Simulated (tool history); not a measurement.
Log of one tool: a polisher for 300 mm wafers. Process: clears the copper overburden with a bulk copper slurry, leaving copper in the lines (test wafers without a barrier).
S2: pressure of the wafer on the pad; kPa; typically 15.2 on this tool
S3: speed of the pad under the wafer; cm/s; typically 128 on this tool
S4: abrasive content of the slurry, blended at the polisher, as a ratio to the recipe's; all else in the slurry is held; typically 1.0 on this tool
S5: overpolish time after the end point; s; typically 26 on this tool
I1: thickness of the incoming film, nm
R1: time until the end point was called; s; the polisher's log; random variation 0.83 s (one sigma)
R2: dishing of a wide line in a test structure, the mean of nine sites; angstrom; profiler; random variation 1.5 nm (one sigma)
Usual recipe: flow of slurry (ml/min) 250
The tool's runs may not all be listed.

Run 1, hour 0.0: usual settings but S2 17.2 kPa; I1 815.8. Result: R1 71.9 s, R2 822 angstrom.
Run 2, hour 7.1: usual settings but S2 17.2 kPa; I1 816.1. Result: R1 72.5 s, R2 809 angstrom.
Run 3, hour 23.5: usual settings but S2 17.9 kPa; I1 823.8. Result: R1 69.9 s, R2 838 angstrom.
Run 4, hour 36.4: usual settings but S4 1.1; I1 809.9. Result: R1 78.4 s, R2 794 angstrom.
Run 5, hour 49.5: usual settings but S4 1.1; I1 802.6. Result: R1 79.4 s, R2 785 angstrom.
Run 6, hour 59.9: usual settings but flow of slurry (ml/min) 200; I1 813.9. Result: R1 84.0 s, R2 722 angstrom.
Run 7, hour 72.9: usual settings but S4 0.9; I1 813.0. Result: R1 81.9 s, R2 738 angstrom.
At hour 88.0: worn pad replaced by a new one.
At hour 90.3: slurry blender recalibrated.
Run 8, hour 90.8: usual settings but S4 1.2; I1 806.0. Result: R1 79.0 s, R2 746 angstrom.
Run 9, hour 94.5: usual settings but S3 140 cm/s, S5 21 s; I1 818.6. Result: R1 75.8 s, R2 715 angstrom.
At hour 102.4: head pressure recalibrated.
Run 10, hour 102.9: usual settings but flow of slurry (ml/min) 180, S2 13.1 kPa, S3 170 cm/s, S4 1.3; I1 829.0. Result: R1 67.5 s, R2 805 angstrom.
Run 11, hour 136.2: usual settings but flow of slurry (ml/min) 275, S3 162 cm/s; I1 811.3. Result: R1 58.0 s, R2 846 angstrom.
Run 12, hour 144.3: usual settings; I1 813.2. Result: R1 75.3 s, R2 783 angstrom.
Run 13, hour 159.5: usual settings but flow of slurry (ml/min) 280, S3 142 cm/s, S4 1.1; I1 805.5. Result: R1 68.1 s, R2 810 angstrom.
Run 14, hour 175.6: usual settings but S3 148 cm/s; I1 811.5. Result: R1 66.1 s, R2 824 angstrom.
Run 15, hour 203.8: usual settings but S2 10.3 kPa; I1 808.6. Result: R1 110.6 s, R2 636 angstrom.
Run 16, hour 241.4: usual settings; I1 817.3. Result: R1 79.4 s, R2 761 angstrom.
At hour 246.0: worn pad replaced by a new one.
Run 17, hour 257.8: usual settings; I1 810.3. Result: R1 79.0 s, R2 782 angstrom.
Run 18, hour 272.6: usual settings but S2 11.7 kPa, S3 100 cm/s; I1 814.6. Result: R1 131.4 s, R2 609 angstrom.
At hour 290.8: slurry blender recalibrated.
Run 19, hour 291.3: usual settings; I1 815.2. Result: R1 80.9 s, R2 769 angstrom.

For run 20, what comes out?
Run 20, hour 306.3: usual settings but S4 0.7, S5 14 s; I1 813.9. Result: R1 ?, R2 ?.

{"run 20": {"R1": 85.2, "R2": 586}}
Were there no unlogged condition in the tool, this run, its random variation unchanged, would have produced R1 77.9 s, R2 622 angstrom.

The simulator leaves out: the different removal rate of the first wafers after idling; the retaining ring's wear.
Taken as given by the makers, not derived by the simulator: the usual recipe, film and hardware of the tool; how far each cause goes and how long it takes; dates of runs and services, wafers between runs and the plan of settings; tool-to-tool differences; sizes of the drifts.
